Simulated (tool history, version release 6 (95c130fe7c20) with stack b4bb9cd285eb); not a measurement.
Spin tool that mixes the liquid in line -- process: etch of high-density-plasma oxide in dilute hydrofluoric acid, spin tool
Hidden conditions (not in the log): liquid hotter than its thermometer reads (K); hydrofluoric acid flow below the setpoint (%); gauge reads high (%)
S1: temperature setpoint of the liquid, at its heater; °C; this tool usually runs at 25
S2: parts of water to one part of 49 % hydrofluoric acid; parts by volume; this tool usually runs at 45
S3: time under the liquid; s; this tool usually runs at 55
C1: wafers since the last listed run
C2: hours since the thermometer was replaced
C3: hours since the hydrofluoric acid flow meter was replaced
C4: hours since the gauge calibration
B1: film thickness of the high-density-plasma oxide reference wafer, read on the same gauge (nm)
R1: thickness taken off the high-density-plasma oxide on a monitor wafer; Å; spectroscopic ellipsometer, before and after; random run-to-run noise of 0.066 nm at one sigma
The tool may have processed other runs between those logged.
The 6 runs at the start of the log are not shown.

Run 7, hour 265.7: usual settings; C1 500; C2 162; C3 1970.5; C4 1460.9; B1 69.99. Result: R1 141.1 Å.
Run 8, hour 305.6: usual settings; C1 594; C2 201.9; C3 2010.4; C4 1500.8; B1 70.02. Result: R1 142.2 Å.
At hour 360.3: hydrofluoric acid flow meter replaced.
Run 9, hour 371.4: usual settings but S1 22 °C, S2 30 parts by volume, S3 90 s; C1 964; C2 267.7; C3 11.1; C4 1566.6; B1 70. Result: R1 317 Å.
Run 10, hour 423.5: usual settings but S1 21 °C; C1 775; C2 319.8; C3 63.2; C4 1618.7; B1 70.04. Result: R1 120.3 Å.
Run 11, hour 451.4: usual settings; C1 415; C2 347.7; C3 91.1; C4 1646.6; B1 70.01. Result: R1 143.9 Å.
Run 12, hour 521.6: usual settings; C1 1045; C2 417.9; C3 161.3; C4 1716.8; B1 70.05. Result: R1 145.4 Å.
Run 13, hour 552.5: usual settings but S1 29.5 °C, S2 60 parts by volume, S3 90 s; C1 460; C2 448.8; C3 192.2; C4 1747.7; B1 70.01. Result: R1 206.9 Å.
Run 14, hour 617.3: usual settings; C1 964; C2 513.6; C3 257; C4 1812.5; B1 70. Result: R1 143.7 Å.
Run 15, hour 652.5: usual settings; C1 524; C2 548.8; C3 292.2; C4 1847.7; B1 70.01. Result: R1 145.1 Å.
Run 16, hour 692.5: usual settings but S1 21.5 °C, S2 40 parts by volume, S3 65 s; C1 595; C2 588.8; C3 332.2; C4 1887.7; B1 69.98. Result: R1 168.5 Å.
Run 17, hour 755.7: usual settings; C1 941; C2 652; C3 395.4; C4 1950.9; B1 70.01. Result: R1 145.8 Å.
At hour 758.1: gauge calibrated.
Run 18, hour 790.5: usual settings but S1 21 °C, S2 40 parts by volume; C1 518; C2 686.8; C3 430.2; C4 32.4; B1 70.01. Result: R1 138.8 Å.
Run 19, hour 823.8: usual settings; C1 495; C2 720.1; C3 463.5; C4 65.7; B1 70.01. Result: R1 145.2 Å.
Run 20, hour 881.7: usual settings but S2 30 parts by volume, S3 45 s; C1 862; C2 778; C3 521.4; C4 123.6; B1 70.01. Result: R1 182 Å.
Run 21, hour 913.8: usual settings but S1 21.5 °C; C1 478; C2 810.1; C3 553.5; C4 155.7; B1 70.03. Result: R1 126.2 Å.
Run 22, hour 966.7: usual settings but S1 28 °C, S2 35 parts by volume, S3 80 s; C1 787; C2 863; C3 606.4; C4 208.6; B1 70.01. Result: R1 311.1 Å.
Run 23, hour 1038.3: usual settings; C1 1066; C2 934.6; C3 678; C4 280.2; B1 70. Result: R1 146.7 Å.
Run 24, hour 1082.3: usual settings; C1 655; C2 978.6; C3 722; C4 324.2; B1 69.97. Result: R1 147.3 Å.
Run 25, hour 1139.5: usual settings but S1 26.5 °C, S2 65 parts by volume, S3 80 s; C1 851; C2 1035.8; C3 779.2; C4 381.4; B1 70.02. Result: R1 154 Å.
Run 26, hour 1173.1: usual settings but S2 40 parts by volume, S3 30 s; C1 500; C2 1069.4; C3 812.8; C4 415; B1 70.01. Result: R1 91.6 Å.
Run 27, hour 1222.2: usual settings but S3 35 s; C1 731; C2 1118.5; C3 861.9; C4 464.1; B1 69.99. Result: R1 93.9 Å.
Run 28, hour 1250.3: usual settings but S2 35 parts by volume; C1 418; C2 1146.6; C3 890; C4 492.2; B1 70.01. Result: R1 193.6 Å.
Run 29, hour 1294.9: usual settings but S1 27 °C, S3 80 s; C1 664; C2 1191.2; C3 934.6; C4 536.8; B1 69.98. Result: R1 233.3 Å.
At hour 1310: thermometer replaced.
Run 30, hour 1322.1: usual settings; C1 390; C2 12.1; C3 961.8; C4 564; B1 70.03. Result: R1 142.5 Å.

Run 31 is up next; what results do you expect?
Run 31, hour 1365.8: usual settings but S2 60 parts by volume, S3 35 s; C1 650; C2 55.8; C3 1005.5; C4 607.7; B1 ?. Result: R1 ?.

Run 31 produced B1 70.04, R1 66.3 Å.
With no hidden state in the tool, this same run would have given R1 66.2 Å.

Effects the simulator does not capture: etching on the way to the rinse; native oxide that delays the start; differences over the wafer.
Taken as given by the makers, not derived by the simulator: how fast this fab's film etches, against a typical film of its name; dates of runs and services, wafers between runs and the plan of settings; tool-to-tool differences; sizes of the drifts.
